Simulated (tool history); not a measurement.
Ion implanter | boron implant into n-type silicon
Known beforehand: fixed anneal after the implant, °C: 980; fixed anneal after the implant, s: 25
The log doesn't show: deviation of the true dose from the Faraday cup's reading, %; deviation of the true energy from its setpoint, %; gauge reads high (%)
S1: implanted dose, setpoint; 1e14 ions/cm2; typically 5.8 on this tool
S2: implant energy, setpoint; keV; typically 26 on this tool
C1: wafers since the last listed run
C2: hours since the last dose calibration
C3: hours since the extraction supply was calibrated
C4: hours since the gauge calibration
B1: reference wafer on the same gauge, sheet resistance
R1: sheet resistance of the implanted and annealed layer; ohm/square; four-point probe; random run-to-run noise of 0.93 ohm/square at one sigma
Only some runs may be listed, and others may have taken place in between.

| run | hour | S1 | S2 | C1 | C2 | C3 | C4 | B1 | R1 |
|---|---|---|---|---|---|---|---|---|---|
| 1 | 0 | 5.8 | 26 | 0 | 1107.7 | 2476.8 | 293.5 | 246.15 | 220.28 |
| 2 | 40.3 | 5.8 | 26 | 988 | 1148 | 2517.1 | 333.8 | 246.26 | 218.55 |
| 3 | 68.5 | 4.88 | 26 | 691 | 1176.2 | 2545.3 | 362 | 245.75 | 249.48 |
| 4 | 114 | 4.88 | 26 | 1115 | 1221.7 | 2590.8 | 407.5 | 245.93 | 252.71 |
| 5 | 180.7 | 5.8 | 26 | 1635 | 1288.4 | 2657.5 | 474.2 | 246.09 | 216.89 |
| 6 | 222.7 | 5.8 | 26 | 1030 | 1330.4 | 2699.5 | 516.2 | 245.94 | 219.16 |
| 7 | 278.6 | 5.8 | 26 | 1370 | 1386.3 | 2755.4 | 572.1 | 245.93 | 217.34 |
| 8 | 302.7 | 4.27 | 22.5 | 591 | 1410.4 | 2779.5 | 596.2 | 245.91 | 280.7 |
| 9 | 331.2 | 5.8 | 26 | 698 | 1438.9 | 2808 | 624.7 | 245.73 | 218.45 |
|  | 363.3 | Faraday cup replaced and dose calibrated |
| 10 | 366.3 | 5.8 | 33.5 | 664 | 3 | 2843.1 | 659.8 | 245.62 | 216.48 |
|  | 386.4 | gauge calibrated |
|  | 402.6 | extraction supply calibrated |
| 11 | 422.3 | 4.63 | 32 | 1177 | 59 | 19.7 | 35.9 | 245.79 | 259.84 |
| 12 | 463.2 | 5.8 | 26 | 1003 | 99.9 | 60.6 | 76.8 | 245.92 | 219.89 |
| 13 | 488.3 | 5.8 | 26 | 615 | 125 | 85.7 | 101.9 | 245.85 | 218.22 |
| 14 | 654.3 | 6.41 | 19.5 | 4071 | 291 | 251.7 | 267.9 | 246.09 | 204.91 |

What differs in the tool's unlogged condition from the final listed run ahead of each entry between runs to the first listed run following it?
From run 9 to run 10: Faraday cup replaced and dose calibrated (hour 363.3)
  both runs share identical hidden conditions
From run 10 to run 11: gauge calibrated (hour 386.4); extraction supply calibrated (hour 402.6)
  both runs share identical hidden conditions
